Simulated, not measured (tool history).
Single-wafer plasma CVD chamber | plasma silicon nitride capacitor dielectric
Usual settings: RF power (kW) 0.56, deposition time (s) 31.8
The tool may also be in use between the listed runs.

run   hour  RF power (kW)  deposition time (s)  read-back reference wafer on the same gauge, thickness_nm  mean film thickness on the monitor wafer (angstrom)
  1      0           0.63                 31.8                                                     40.089                                               474.14
  2   11.5           0.63                 31.8                                                     40.076                                               474.75
  3   26.8          0.605                 31.8                                                     40.079                                               468.49
  4     35          0.525                 34.8                                                     40.104                                                488.9
  5   46.9           0.61                 31.8                                                     40.103                                               468.75
  6   64.9           0.61                 31.8                                                     40.101                                               469.71
  7   82.2           0.61                 31.8                                                     40.103                                               467.12
  8     93            0.6                 31.8                                                     40.084                                               465.59
  9  108.9           0.56                 27.2                                                     40.107                                               389.51
 10  147.6           0.56                 27.2                                                     40.089                                                388.6
 11  162.6           0.56                 27.2                                                       40.1                                               389.61
 12  179.1           0.56                 31.8                                                     40.098                                               453.44
 13  185.1           0.56                 31.8                                                     40.109                                               453.24
 14  192.1           0.62                 31.8                                                     40.104                                               469.21
 15  200.1           0.62                 31.8                                                     40.101                                               469.16
     215.2  -- RF generator calibrated
 16  216.1           0.56                 31.8                                                     40.093                                               467.04
 17  229.2           0.56                 31.8                                                     40.101                                               465.03
 18  236.3           0.56                 31.8                                                     40.088                                               466.64
 19  242.4          0.495                 37.1                                                     40.103                                                523.2
 20  253.8          0.655                 29.3                                                     40.092                                               451.62
 21  261.3           0.66                 35.1                                                      40.09                                               542.95
     274.5  -- gauge calibrated
 22    279           0.56                 31.8                                                      40.08                                               466.72
 23  293.8           0.56                 26.9                                                     40.113                                               394.85
     303.6  -- showerhead replaced
 24  304.1            0.5                 37.4                                                     40.093                                                527.3
 25  346.7           0.56                 31.8                                                     40.091                                               466.52
 26  362.2           0.47                 31.8                                                     40.101                                               440.42
 27  372.3           0.63                   38                                                     40.098                                                577.9
 28  379.3           0.56                 34.2                                                     40.079                                               500.98
 29  391.6            0.6                 29.5                                                     40.104                                               441.53
 30  400.7          0.505                 26.2                                                     40.101                                               371.02
 31  410.4          0.615                 36.1                                                     40.092                                               545.15
 32  425.3            0.5                 33.8                                                     40.099                                               475.33
 33  433.7           0.61                 26.1                                                     40.096                                               392.63
 34  441.8          0.595                 27.9                                                     40.107                                               416.61

Forecast each of these 3 alternatives for the next run:
  A  442.2           0.56                 35.1                                                          ?                                                    ?
  B  442.2           0.67                 37.2                                                          ?                                                    ?
  C  442.2           0.49                 27.4                                                          ?                                                    ?

run  read-back reference wafer on the same gauge, thickness_nm  mean film thickness on the monitor wafer (angstrom)
  A                                                     40.109                                                513.4
  B                                                     40.109                                               576.61
  C                                                     40.109                                               383.61
Without the tool's hidden state the same runs would have given:
run  mean film thickness on the monitor wafer (angstrom)
  A                                               513.79
  B                                               577.05
  C                                               383.91

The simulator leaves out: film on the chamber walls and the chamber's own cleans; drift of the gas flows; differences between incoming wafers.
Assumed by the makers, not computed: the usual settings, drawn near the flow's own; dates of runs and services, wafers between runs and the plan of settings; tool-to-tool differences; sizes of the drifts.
